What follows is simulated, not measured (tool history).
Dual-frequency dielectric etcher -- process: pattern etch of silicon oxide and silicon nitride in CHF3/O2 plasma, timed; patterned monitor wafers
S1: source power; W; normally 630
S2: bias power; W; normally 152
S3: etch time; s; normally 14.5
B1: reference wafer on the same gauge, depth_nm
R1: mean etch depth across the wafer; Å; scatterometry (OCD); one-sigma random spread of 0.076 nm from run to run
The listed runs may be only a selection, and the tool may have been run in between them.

{"run": 1, "hour": 0.0, "S1": 630, "S2": 152, "S3": 14.5, "B1": 20.8, "R1": 227.3}
{"run": 2, "hour": 15.7, "S1": 630, "S2": 152, "S3": 14.5, "B1": 20.77, "R1": 226.2}
{"run": 3, "hour": 26.3, "S1": 630, "S2": 152, "S3": 14.5, "B1": 20.83, "R1": 229.5}
{"run": 4, "hour": 42.1, "S1": 570, "S2": 169, "S3": 14.5, "B1": 20.82, "R1": 231.7}
{"hour": 70.8, "done": "wet clean of the chamber"}
{"run": 5, "hour": 71.3, "S1": 630, "S2": 178, "S3": 14.5, "B1": 20.8, "R1": 229.9}
{"run": 6, "hour": 71.7, "S1": 630, "S2": 160, "S3": 14.5, "B1": 20.79, "R1": 219}
{"run": 7, "hour": 82.4, "S1": 630, "S2": 152, "S3": 14.5, "B1": 20.83, "R1": 215.6}
{"run": 8, "hour": 92.9, "S1": 630, "S2": 152, "S3": 14.5, "B1": 20.8, "R1": 215.6}
{"hour": 100.1, "done": "gauge calibrated"}
{"hour": 107.0, "done": "source power generator calibrated"}
{"hour": 109.5, "done": "bias power generator calibrated"}
{"run": 9, "hour": 110.0, "S1": 630, "S2": 134, "S3": 14.5, "B1": 20.82, "R1": 207.1}
{"hour": 148.0, "done": "upper electrode replaced"}
{"run": 10, "hour": 148.5, "S1": 490, "S2": 118, "S3": 14.5, "B1": 20.79, "R1": 184.6}
{"run": 11, "hour": 148.8, "S1": 630, "S2": 122, "S3": 14.5, "B1": 20.8, "R1": 200.2}
{"run": 12, "hour": 153.0, "S1": 630, "S2": 152, "S3": 14.5, "B1": 20.8, "R1": 218.6}

What does the tool deliver on the next run?
{"run": 13, "hour": 166.0, "S1": 630, "S2": 164, "S3": 10.5, "B1": "?", "R1": "?"}

{"run 13": {"B1": 20.8, "R1": 161.8}}
Were there no unlogged condition in the tool, this run, its random variation unchanged, would have produced R1 161.3 Å.
